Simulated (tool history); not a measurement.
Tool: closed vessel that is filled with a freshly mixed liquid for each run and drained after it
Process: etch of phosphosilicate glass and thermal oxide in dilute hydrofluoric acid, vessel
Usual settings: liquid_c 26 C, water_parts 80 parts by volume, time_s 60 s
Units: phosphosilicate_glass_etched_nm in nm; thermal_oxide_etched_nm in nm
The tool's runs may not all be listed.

run	hour	liquid_c	water_parts	time_s	read-back film thickness of the phosphosilicate glass reference wafer, read on the same gauge (nm)	read-back film thickness of the thermal oxide reference wafer, read on the same gauge (nm)	phosphosilicate_glass_etched_nm	thermal_oxide_etched_nm
1	0	26	80	60	69.99	90.005	153.48	3.31
2	14	26	80	55	70.01	89.98	140.12	3.015
3	39	26	80	55	69.98	89.987	139.87	2.998
4	52.2	26	70	35	70.01	90.012	103.69	2.206
5	80.6	26	70	35	69.99	89.976	101.25	2.216
# hour 105.1: thermometer replaced
6	105.9	26	70	35	69.98	89.98	110.35	2.374
# hour 111.5: gauge calibrated
7	128.5	26	70	35	70.03	89.976	111.61	2.403
8	144.9	21.5	95	90	69.98	89.986	170.49	3.666
9	177.1	28	45	45	70	89.999	247.49	5.306
10	198.1	22.5	80	60	70	90.005	141.45	3.036
# hour 205.1: hydrofluoric acid flow meter replaced
11	219.8	26	80	75	70.02	89.998	219.86	4.722
12	236.5	26	80	60	69.99	89.985	174.15	3.77
13	259.9	26	120	60	69.98	90.021	110.35	2.367
14	275.4	23	80	60	69.98	90.003	153.83	3.285
15	363.1	26	55	60	69.97	89.999	260.19	5.539
16	393.7	21.5	55	60	70.01	90	213.67	4.57
17	410.7	26	80	60	70.01	89.986	170.92	3.648
18	442.2	26	120	85	70	89.99	153.19	3.281
19	474.2	22.5	80	35	70	89.996	85.04	1.834
20	496.9	26	80	85	70	89.993	239.35	5.141
21	530.3	23.5	95	45	70.04	89.992	94.36	2.048
22	555.5	26	95	60	70.01	90.003	136.92	2.977
23	577	30.5	80	60	70.02	89.996	199.95	4.247
24	594	30.5	80	60	69.98	90.007	196.2	4.219
25	617.6	26	50	60	69.99	89.995	276.26	5.939

4 ways to go on from here, each from the tool as it stands after run 25. What would each give?
A	618.3	26	80	60	?	?	?	?
B	618.3	30	40	30	?	?	?	?
C	618.3	24	50	95	?	?	?	?
D	618.3	24.5	80	60	?	?	?	?

run	read-back film thickness of the phosphosilicate glass reference wafer, read on the same gauge (nm)	read-back film thickness of the thermal oxide reference wafer, read on the same gauge (nm)	phosphosilicate_glass_etched_nm	thermal_oxide_etched_nm
A	70.02	90.011	165.63	3.54
B	70.02	90.011	205.92	4.401
C	70.02	90.011	403	8.614
D	70.02	90.011	155.99	3.334
Without the tool's hidden state the same runs would have given:
run	phosphosilicate_glass_etched_nm	thermal_oxide_etched_nm
A	180.5	3.858
B	223.98	4.787
C	438.99	9.383
D	170.05	3.634
